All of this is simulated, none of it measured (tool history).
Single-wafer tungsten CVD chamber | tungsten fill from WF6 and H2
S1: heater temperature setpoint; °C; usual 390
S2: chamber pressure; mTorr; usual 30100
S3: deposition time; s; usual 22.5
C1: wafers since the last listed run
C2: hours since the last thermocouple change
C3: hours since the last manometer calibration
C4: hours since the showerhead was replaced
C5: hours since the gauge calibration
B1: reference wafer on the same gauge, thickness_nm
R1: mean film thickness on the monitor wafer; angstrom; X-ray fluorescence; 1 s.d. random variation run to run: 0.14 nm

run,hour,S1,S2,S3,C1,C2,C3,C4,C5,B1,R1
1,0,390,30100,22.5,0,918.8,1235.9,6207.5,172.5,43.004,522.88
2,8.4,390,30100,22.5,241,927.2,1244.3,6215.9,180.9,42.973,527.34
3,21.2,390,30100,22.5,368,940,1257.1,6228.7,193.7,42.997,526.65
4,30.3,390,30100,22.5,261,949.1,1266.2,6237.8,202.8,42.982,526.12
5,38.2,390,30100,22.5,227,957,1274.1,6245.7,210.7,42.989,524.58
6,49.1,390,30100,22.5,313,967.9,1285,6256.6,221.6,43.001,528.51
7,98.3,390,30100,22.5,1415,1017.1,1334.2,6305.8,270.8,43.006,533.26
8,107.2,390,30100,22.5,255,1026,1343.1,6314.7,279.7,42.982,533.17
# hour 117.9: capacitance manometer re-zeroed and calibrated
9,121.3,390,30100,22.5,175,1040.1,3.4,6328.8,293.8,42.999,534.35
10,133.7,390,30100,22.5,356,1052.5,15.8,6341.2,306.2,43.035,534.01
11,162.3,390,28500,22.5,822,1081.1,44.4,6369.8,334.8,42.993,524.19
12,170.4,390,30100,22.5,232,1089.2,52.5,6377.9,342.9,43.002,538.49
13,180.8,390,23400,18.7,299,1099.6,62.9,6388.3,353.3,43.007,405.26
# hour 194.3: showerhead replaced, of another model than before
14,194.8,390,30100,22.5,172,1113.6,76.9,0.5,367.3,42.984,537.55
# hour 202.4: gauge calibrated
15,204.1,390,30100,22.5,267,1122.9,86.2,9.8,1.7,42.994,538.46
16,219,378,36000,24.4,428,1137.8,101.1,24.7,16.6,43.01,484.68
# hour 229.5: thermocouple changed; heater temperature recalibrated
17,231.3,390,30100,22.5,123,1.8,113.4,37,28.9,42.979,504.77
18,248.2,380,36200,20.6,486,18.7,130.3,53.9,45.8,43.008,395.93
19,262.8,396,32300,22.5,419,33.3,144.9,68.5,60.4,42.962,575.81
20,271.2,378,25300,20.7,241,41.7,153.3,76.9,68.8,43.032,351.69
21,281.1,381,35900,25,284,51.6,163.2,86.8,78.7,43.009,486.31
22,303,390,26300,24.4,629,73.5,185.1,108.7,100.6,42.983,532.11
23,309.3,397,24100,22.5,181,79.8,191.4,115,106.9,42.972,552.82

Measured less the same run without the tool's hidden state. The same run-to-run variation is in both; the gauge's scatter may not be:
Hidden conditions of the tool in this case: wafer temperature above the value expected at the setpoint (K); true pressure above the setpoint (%); gauge reads high (%).
run,R1
1,+22.62
2,+23.33
3,+24.08
4,+24.63
5,+25.05
6,+25.93
7,+29.4
8,+30
9,+31.03
10,+31.86
11,+33.24
12,+34.73
13,+26.71
14,+36.44
15,+37.18
16,+36.78
17,+3.17
18,+2.65
19,+3.59
20,+2.42
21,+3.3
22,+3.53
23,+3.62
